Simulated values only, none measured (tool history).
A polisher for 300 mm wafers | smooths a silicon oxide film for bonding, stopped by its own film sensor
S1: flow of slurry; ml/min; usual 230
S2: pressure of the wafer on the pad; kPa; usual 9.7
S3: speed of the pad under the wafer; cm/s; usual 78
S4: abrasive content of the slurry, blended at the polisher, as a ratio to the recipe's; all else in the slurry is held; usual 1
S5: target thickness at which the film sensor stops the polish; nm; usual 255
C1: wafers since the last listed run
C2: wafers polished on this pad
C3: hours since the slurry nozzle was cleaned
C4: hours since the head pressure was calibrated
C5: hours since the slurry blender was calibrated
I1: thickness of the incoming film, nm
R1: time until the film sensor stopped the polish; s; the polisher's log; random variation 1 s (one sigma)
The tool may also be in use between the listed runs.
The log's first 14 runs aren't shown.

| run | hour | S1 | S2 | S3 | S4 | S5 | C1 | C2 | C3 | C4 | C5 | I1 | R1 |
|---|---|---|---|---|---|---|---|---|---|---|---|---|---|
| 15 | 642.5 | 230 | 8.3 | 60 | 1 | 255 | 503 | 1310 | 464.2 | 235.7 | 408.3 | 287.5 | 94.2 |
|  | 669.9 | slurry blender recalibrated |
| 16 | 674.4 | 230 | 11 | 54 | 0.7 | 255 | 296 | 1607 | 496.1 | 267.6 | 4.5 | 292.9 | 99.3 |
|  | 715.6 | slurry nozzle cleaned |
| 17 | 740 | 230 | 9.7 | 94 | 1 | 255 | 641 | 2248 | 24.4 | 333.2 | 70.1 | 285.8 | 58.9 |
| 18 | 809.3 | 175 | 12.4 | 78 | 1.1 | 266 | 687 | 2935 | 93.7 | 402.5 | 139.4 | 291.7 | 42.3 |
| 19 | 845.7 | 230 | 9.7 | 78 | 1 | 255 | 361 | 3297 | 130.1 | 438.9 | 175.8 | 287.1 | 69.8 |
| 20 | 895.4 | 205 | 9.7 | 64 | 1 | 261 | 493 | 3790 | 179.8 | 488.6 | 225.5 | 287.6 | 64.7 |
| 21 | 935.7 | 230 | 11 | 54 | 0.7 | 255 | 399 | 4190 | 220.1 | 528.9 | 265.8 | 287 | 85.4 |
|  | 949.9 | worn pad replaced by a new one |
| 22 | 1006.9 | 230 | 9.7 | 78 | 0.7 | 255 | 666 | 565 | 291.3 | 600.1 | 337 | 294.1 | 95.9 |

The next listed run, before its measurement:
| 23 | 1054.4 | 165 | 9.7 | 78 | 0.85 | 248 | 471 | 1036 | 338.8 | 647.6 | 384.5 | 293.6 | ? |

{"run 23": {"R1": 109.7}}
Without the tool's hidden state the same run would have given R1 109.7 s.
